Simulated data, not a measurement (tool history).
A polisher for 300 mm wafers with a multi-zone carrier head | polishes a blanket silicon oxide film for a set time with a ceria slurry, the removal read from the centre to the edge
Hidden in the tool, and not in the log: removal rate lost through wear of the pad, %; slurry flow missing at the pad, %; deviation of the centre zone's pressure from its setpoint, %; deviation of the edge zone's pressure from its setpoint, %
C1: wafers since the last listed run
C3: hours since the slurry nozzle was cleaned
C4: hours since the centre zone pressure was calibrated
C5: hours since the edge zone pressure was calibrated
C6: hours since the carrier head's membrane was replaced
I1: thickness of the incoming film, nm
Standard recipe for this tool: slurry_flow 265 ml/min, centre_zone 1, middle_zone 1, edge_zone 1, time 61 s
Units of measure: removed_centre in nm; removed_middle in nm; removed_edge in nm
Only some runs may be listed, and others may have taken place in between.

Run 1, hour 0: usual settings; C1 0; wafers polished on this pad 413; C3 35.5; C4 604.2; C5 1240.1; C6 554.3; I1 860.9. Result: removed_centre 251.7 nm, removed_middle 249.7 nm, removed_edge 250.7 nm.
Run 2, hour 11.2: usual settings; C1 120; wafers polished on this pad 533; C3 46.7; C4 615.4; C5 1251.3; C6 565.5; I1 858.6. Result: removed_centre 247.8 nm, removed_middle 245.4 nm, removed_edge 247.7 nm.
Run 3, hour 25.3: usual settings but centre_zone 0.91, middle_zone 1.04, edge_zone 1.08, time 46 s; C1 151; wafers polished on this pad 685; C3 60.8; C4 629.5; C5 1265.4; C6 579.6; I1 843.1. Result: removed_centre 173.2 nm, removed_middle 189.5 nm, removed_edge 195.2 nm.
At hour 69: worn pad replaced by a new one.
At hour 75.6: carrier head's membrane replaced by a new one.
At hour 76.6: centre zone pressure recalibrated.
Run 4, hour 77.1: usual settings but middle_zone 1.11; C1 449; wafers polished on this pad 21; C3 112.6; C4 0.5; C5 1317.2; C6 1.5; I1 853.3. Result: removed_centre 250.7 nm, removed_middle 263.8 nm, removed_edge 245.6 nm.
Run 5, hour 84.3: usual settings but slurry_flow 320 ml/min, centre_zone 1.06, edge_zone 1.03; C1 77; wafers polished on this pad 99; C3 119.8; C4 7.7; C5 1324.4; C6 8.7; I1 842.4. Result: removed_centre 269.1 nm, removed_middle 257.8 nm, removed_edge 257 nm.
Run 6, hour 94.6: usual settings; C1 110; wafers polished on this pad 210; C3 130.1; C4 18; C5 1334.7; C6 19; I1 841.7. Result: removed_centre 251.9 nm, removed_middle 247.7 nm, removed_edge 246 nm.
At hour 99.4: edge zone pressure recalibrated.
Run 7, hour 110.9: usual settings; C1 154; wafers polished on this pad 364; C3 146.4; C4 34.3; C5 11.5; C6 35.3; I1 848.5. Result: removed_centre 250.2 nm, removed_middle 247.6 nm, removed_edge 250.3 nm.
Run 8, hour 122.4: usual settings but centre_zone 0.95, middle_zone 0.96, edge_zone 0.95, time 40 s; C1 123; wafers polished on this pad 488; C3 157.9; C4 45.8; C5 23; C6 46.8; I1 866.3. Result: removed_centre 157 nm, removed_middle 159.2 nm, removed_edge 161.2 nm.
Run 9, hour 133.3: usual settings; C1 117; wafers polished on this pad 605; C3 168.8; C4 56.7; C5 33.9; C6 57.7; I1 862.4. Result: removed_centre 245.8 nm, removed_middle 245.1 nm, removed_edge 242.6 nm.
Run 10, hour 145.2: usual settings; C1 128; wafers polished on this pad 733; C3 180.7; C4 68.6; C5 45.8; C6 69.6; I1 841. Result: removed_centre 245.1 nm, removed_middle 244.6 nm, removed_edge 245.6 nm.
Run 11, hour 154.7: usual settings but edge_zone 1.11; C1 102; wafers polished on this pad 836; C3 190.2; C4 78.1; C5 55.3; C6 79.1; I1 854.8. Result: removed_centre 244.4 nm, removed_middle 243.3 nm, removed_edge 253.9 nm.
Run 12, hour 162.4: usual settings but centre_zone 0.89, middle_zone 1.04; C1 82; wafers polished on this pad 919; C3 197.9; C4 85.8; C5 63; C6 86.8; I1 843.3. Result: removed_centre 223.6 nm, removed_middle 245.9 nm, removed_edge 242.5 nm.
At hour 166.5: worn pad replaced by a new one.
Run 13, hour 177.6: usual settings but slurry_flow 330 ml/min, centre_zone 1.04, middle_zone 1.05, edge_zone 1.03; C1 120; wafers polished on this pad 119; C3 213.1; C4 101; C5 78.2; C6 102; I1 846.2. Result: removed_centre 268.6 nm, removed_middle 263.5 nm, removed_edge 258.5 nm.
Run 14, hour 184.7: usual settings but middle_zone 0.93, edge_zone 1.08, time 79 s; C1 76; wafers polished on this pad 195; C3 220.2; C4 108.1; C5 85.3; C6 109.1; I1 862.4. Result: removed_centre 325.7 nm, removed_middle 312.4 nm, removed_edge 340.1 nm.
Run 15, hour 192.4: usual settings but centre_zone 0.95, middle_zone 0.96, edge_zone 0.95, time 40 s; C1 82; wafers polished on this pad 278; C3 227.9; C4 115.8; C5 93; C6 116.8; I1 858.9. Result: removed_centre 159.4 nm, removed_middle 160.3 nm, removed_edge 163 nm.
Run 16, hour 199.9: usual settings but centre_zone 1.09, middle_zone 1.12, time 54 s; C1 80; wafers polished on this pad 359; C3 235.4; C4 123.3; C5 100.5; C6 124.3; I1 854.9. Result: removed_centre 237 nm, removed_middle 232 nm, removed_edge 220.9 nm.
Run 17, hour 213.6: usual settings but slurry_flow 220 ml/min, edge_zone 1.07, time 50 s; C1 147; wafers polished on this pad 507; C3 249.1; C4 137; C5 114.2; C6 138; I1 847. Result: removed_centre 198.6 nm, removed_middle 197.7 nm, removed_edge 205.9 nm.
Run 18, hour 221.3: usual settings but centre_zone 1.06, edge_zone 0.93, time 74 s; C1 82; wafers polished on this pad 589; C3 256.8; C4 144.7; C5 121.9; C6 145.7; I1 844.9. Result: removed_centre 317.6 nm, removed_middle 297.9 nm, removed_edge 288.1 nm.
Run 19, hour 227.8: usual settings but middle_zone 1.06; C1 70; wafers polished on this pad 659; C3 263.3; C4 151.2; C5 128.4; C6 152.2; I1 836.5. Result: removed_centre 249 nm, removed_middle 253 nm, removed_edge 248.2 nm.
Run 20, hour 243.2: usual settings but slurry_flow 180 ml/min, middle_zone 1.06, edge_zone 1.06; C1 165; wafers polished on this pad 825; C3 278.7; C4 166.6; C5 143.8; C6 167.6; I1 842.5. Result: removed_centre 232 nm, removed_middle 236.2 nm, removed_edge 240 nm.
Run 21, hour 259.9: usual settings but middle_zone 0.92, edge_zone 0.94; C1 179; wafers polished on this pad 1005; C3 295.4; C4 183.3; C5 160.5; C6 184.3; I1 843.9. Result: removed_centre 243.7 nm, removed_middle 233.2 nm, removed_edge 236.6 nm.

Branching from run 21: 5 alternative next runs. What would each branch give?
Run A, hour 260.3: usual settings; C1 4; wafers polished on this pad 1010; C3 295.8; C4 183.7; C5 160.9; C6 184.7; I1 852.2. Result: removed_centre ?, removed_middle ?, removed_edge ?.
Run B, hour 260.3: usual settings but centre_zone 1.07, middle_zone 1.06, edge_zone 1.04, time 43 s; C1 4; wafers polished on this pad 1010; C3 295.8; C4 183.7; C5 160.9; C6 184.7; I1 852.2. Result: removed_centre ?, removed_middle ?, removed_edge ?.
Run C, hour 260.3: usual settings but time 52 s; C1 4; wafers polished on this pad 1010; C3 295.8; C4 183.7; C5 160.9; C6 184.7; I1 852.2. Result: removed_centre ?, removed_middle ?, removed_edge ?.
Run D, hour 260.3: usual settings but middle_zone 1.12, time 51 s; C1 4; wafers polished on this pad 1010; C3 295.8; C4 183.7; C5 160.9; C6 184.7; I1 852.2. Result: removed_centre ?, removed_middle ?, removed_edge ?.
Run E, hour 260.3: usual settings but slurry_flow 195 ml/min, middle_zone 1.11; C1 4; wafers polished on this pad 1010; C3 295.8; C4 183.7; C5 160.9; C6 184.7; I1 852.2. Result: removed_centre ?, removed_middle ?, removed_edge ?.

run  removed_centre  removed_middle  removed_edge
  A           245.1           244.4         240.6
  B           182.3           177.2         172.8
  C             209           208.3         205.1
  D             205           216.2           201
  E           233.3           246.1         232.4
With no hidden state in the tool, these same runs would have given:
run  removed_centre  removed_middle  removed_edge
  A             253           252.2         248.3
  B           188.1           182.9         178.3
  C           215.6             215         211.7
  D           211.6           223.1         207.4
  E           240.7             254         239.9

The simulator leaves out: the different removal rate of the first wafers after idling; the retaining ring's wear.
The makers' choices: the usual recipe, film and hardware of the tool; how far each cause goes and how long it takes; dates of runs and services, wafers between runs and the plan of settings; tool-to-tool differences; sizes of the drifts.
